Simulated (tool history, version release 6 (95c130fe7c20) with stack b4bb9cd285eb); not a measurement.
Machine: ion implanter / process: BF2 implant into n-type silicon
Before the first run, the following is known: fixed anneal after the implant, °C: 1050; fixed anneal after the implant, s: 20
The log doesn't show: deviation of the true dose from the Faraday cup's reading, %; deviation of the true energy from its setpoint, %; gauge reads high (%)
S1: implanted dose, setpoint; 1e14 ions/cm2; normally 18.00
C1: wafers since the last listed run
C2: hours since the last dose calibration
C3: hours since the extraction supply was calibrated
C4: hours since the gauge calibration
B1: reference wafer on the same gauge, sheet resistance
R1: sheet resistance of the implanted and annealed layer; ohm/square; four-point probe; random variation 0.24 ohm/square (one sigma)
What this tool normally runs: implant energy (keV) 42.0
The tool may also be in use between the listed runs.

run 1 hour=0.0 | S1=18.00 implant_energy_(keV)=42.0 | C1=0 C2=1399.3 C3=4749.4 C4=42.8 | B1=100.94 | R1=92.49
run 2 hour=67.4 | S1=14.22 implant_energy_(keV)=42.0 | C1=1276 C2=1466.7 C3=4816.8 C4=110.2 | B1=100.88 | R1=102.37
run 3 hour=114.1 | S1=14.22 implant_energy_(keV)=42.0 | C1=884 C2=1513.4 C3=4863.5 C4=156.9 | B1=100.87 | R1=102.77
run 4 hour=171.2 | S1=18.00 implant_energy_(keV)=42.0 | C1=1081 C2=1570.5 C3=4920.6 C4=214.0 | B1=100.86 | R1=92.77
run 5 hour=202.8 | S1=18.00 implant_energy_(keV)=42.0 | C1=598 C2=1602.1 C3=4952.2 C4=245.6 | B1=100.92 | R1=92.50
run 6 hour=248.3 | S1=18.00 implant_energy_(keV)=42.0 | C1=861 C2=1647.6 C3=4997.7 C4=291.1 | B1=100.88 | R1=92.69
-- hour=376.4 extraction supply calibrated
-- hour=395.0 Faraday cup replaced and dose calibrated
run 7 hour=456.7 | S1=16.75 implant_energy_(keV)=47.0 | C1=3642 C2=61.7 C3=80.3 C4=499.5 | B1=101.01 | R1=93.19
run 8 hour=522.0 | S1=18.00 implant_energy_(keV)=42.0 | C1=1236 C2=127.0 C3=145.6 C4=564.8 | B1=100.93 | R1=93.39
run 9 hour=554.0 | S1=18.00 implant_energy_(keV)=42.0 | C1=605 C2=159.0 C3=177.6 C4=596.8 | B1=100.96 | R1=93.42
run 10 hour=586.5 | S1=18.00 implant_energy_(keV)=42.0 | C1=615 C2=191.5 C3=210.1 C4=629.3 | B1=100.89 | R1=93.98
-- hour=622.4 Faraday cup replaced and dose calibrated, repeated, since the last time left the tool worse
run 11 hour=622.9 | S1=18.00 implant_energy_(keV)=42.0 | C1=537 C2=0.5 C3=246.5 C4=665.7 | B1=100.83 | R1=91.23
run 12 hour=655.8 | S1=18.00 implant_energy_(keV)=53.5 | C1=622 C2=33.4 C3=279.4 C4=698.6 | B1=100.95 | R1=84.21
run 13 hour=715.4 | S1=13.98 implant_energy_(keV)=53.0 | C1=1128 C2=93.0 C3=339.0 C4=758.2 | B1=100.85 | R1=96.85
run 14 hour=754.7 | S1=18.00 implant_energy_(keV)=42.0 | C1=744 C2=132.3 C3=378.3 C4=797.5 | B1=100.92 | R1=91.59
run 15 hour=803.9 | S1=15.31 implant_energy_(keV)=51.5 | C1=931 C2=181.5 C3=427.5 C4=846.7 | B1=100.82 | R1=92.82
run 16 hour=862.8 | S1=16.37 implant_energy_(keV)=37.0 | C1=1115 C2=240.4 C3=486.4 C4=905.6 | B1=100.91 | R1=98.95
run 17 hour=906.6 | S1=21.71 implant_energy_(keV)=50.5 | C1=829 C2=284.2 C3=530.2 C4=949.4 | B1=100.77 | R1=80.27
run 18 hour=977.9 | S1=18.00 implant_energy_(keV)=42.0 | C1=1349 C2=355.5 C3=601.5 C4=1020.7 | B1=100.93 | R1=91.91
-- hour=984.1 gauge calibrated
run 19 hour=1086.7 | S1=21.21 implant_energy_(keV)=50.5 | C1=2059 C2=464.3 C3=710.3 C4=102.6 | B1=101.03 | R1=81.05
run 20 hour=1118.3 | S1=16.54 implant_energy_(keV)=33.0 | C1=598 C2=495.9 C3=741.9 C4=134.2 | B1=100.93 | R1=102.14

Estimate the outcome of run 21 from the log above:
run 21 hour=1150.1 | S1=13.34 implant_energy_(keV)=48.5 | C1=602 C2=527.7 C3=773.7 C4=166.0 | B1=? | R1=?

Run 21 produced B1 100.96, R1 102.40 ohm/square.
Take away the tool's hidden state, keep the run-to-run variation as it was, and the same run would have given R1 101.36 ohm/square.
